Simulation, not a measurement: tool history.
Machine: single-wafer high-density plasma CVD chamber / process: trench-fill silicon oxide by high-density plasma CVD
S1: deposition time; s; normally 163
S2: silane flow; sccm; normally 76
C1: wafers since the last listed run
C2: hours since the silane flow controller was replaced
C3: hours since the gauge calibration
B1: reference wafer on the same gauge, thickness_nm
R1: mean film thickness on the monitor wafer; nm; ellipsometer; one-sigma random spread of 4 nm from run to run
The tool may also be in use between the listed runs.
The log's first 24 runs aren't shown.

Run 25, hour 470.1: usual settings; C1 250; C2 137.2; C3 18; B1 1279.791. Result: R1 1302.473 nm.
Run 26, hour 483.6: usual settings but S2 69 sccm; C1 192; C2 150.7; C3 31.5; B1 1279.736. Result: R1 1177.984 nm.
Run 27, hour 510.5: usual settings; C1 384; C2 177.6; C3 58.4; B1 1280.016. Result: R1 1301.8 nm.
Run 28, hour 611.3: usual settings; C1 1440; C2 278.4; C3 159.2; B1 1279.128. Result: R1 1297.23 nm.
Run 29, hour 627.3: usual settings but S1 185 s, S2 66 sccm; C1 228; C2 294.4; C3 175.2; B1 1279.734. Result: R1 1279.151 nm.
Run 30, hour 649.7: usual settings but S1 136 s, S2 86 sccm; C1 320; C2 316.8; C3 197.6; B1 1279.497. Result: R1 1221.899 nm.
Run 31, hour 673.8: usual settings but S1 171 s, S2 66 sccm; C1 344; C2 340.9; C3 221.7; B1 1279.413. Result: R1 1180.858 nm.
Run 32, hour 726.9: usual settings but S2 72 sccm; C1 758; C2 394; C3 274.8; B1 1279.607. Result: R1 1232.186 nm.
Run 33, hour 755.5: usual settings but S1 137 s; C1 408; C2 422.6; C3 303.4; B1 1280.602. Result: R1 1089.546 nm.
Run 34, hour 782: usual settings; C1 378; C2 449.1; C3 329.9; B1 1279.594. Result: R1 1298.559 nm.
Run 35, hour 810.1: usual settings but S1 135 s, S2 62 sccm; C1 401; C2 477.2; C3 358; B1 1278.526. Result: R1 874.131 nm.
Run 36, hour 833.8: usual settings but S1 184 s; C1 338; C2 500.9; C3 381.7; B1 1280.178. Result: R1 1461.064 nm.
Run 37, hour 853.1: usual settings; C1 275; C2 520.2; C3 401; B1 1281.285. Result: R1 1293.142 nm.
Run 38, hour 875.1: usual settings but S1 189 s, S2 64 sccm; C1 314; C2 542.2; C3 423; B1 1279.92. Result: R1 1265.605 nm.
Run 39, hour 892.9: usual settings but S2 83 sccm; C1 254; C2 560; C3 440.8; B1 1279.896. Result: R1 1413.733 nm.
Run 40, hour 910.5: usual settings; C1 251; C2 577.6; C3 458.4; B1 1280.005. Result: R1 1290.916 nm.
Run 41, hour 944.7: usual settings but S1 184 s, S2 67 sccm; C1 488; C2 611.8; C3 492.6; B1 1278.71. Result: R1 1280.82 nm.
Run 42, hour 963.7: usual settings but S2 88 sccm; C1 271; C2 630.8; C3 511.6; B1 1280.758. Result: R1 1496.287 nm.
Run 43, hour 991.1: usual settings but S1 185 s, S2 90 sccm; C1 391; C2 658.2; C3 539; B1 1279.327. Result: R1 1734.948 nm.

Each row is a separate what-if for the run after 43, all from the same tool condition, not one after another. Results?
Run A, hour 991.5: usual settings but S1 186 s; C1 5; C2 658.6; C3 539.4; B1 ?. Result: R1 ?.
Run B, hour 991.5: usual settings but S1 186 s, S2 89 sccm; C1 5; C2 658.6; C3 539.4; B1 ?. Result: R1 ?.
Run C, hour 991.5: usual settings but S2 86 sccm; C1 5; C2 658.6; C3 539.4; B1 ?. Result: R1 ?.

run        B1        R1
  A  1280.753  1479.061
  B  1280.753  1732.058
  C  1280.753  1466.715
Stripped of hidden state, with their random variation kept, the same runs would have yielded:
run        R1
  A  1496.364
  B   1752.32
  C  1483.873

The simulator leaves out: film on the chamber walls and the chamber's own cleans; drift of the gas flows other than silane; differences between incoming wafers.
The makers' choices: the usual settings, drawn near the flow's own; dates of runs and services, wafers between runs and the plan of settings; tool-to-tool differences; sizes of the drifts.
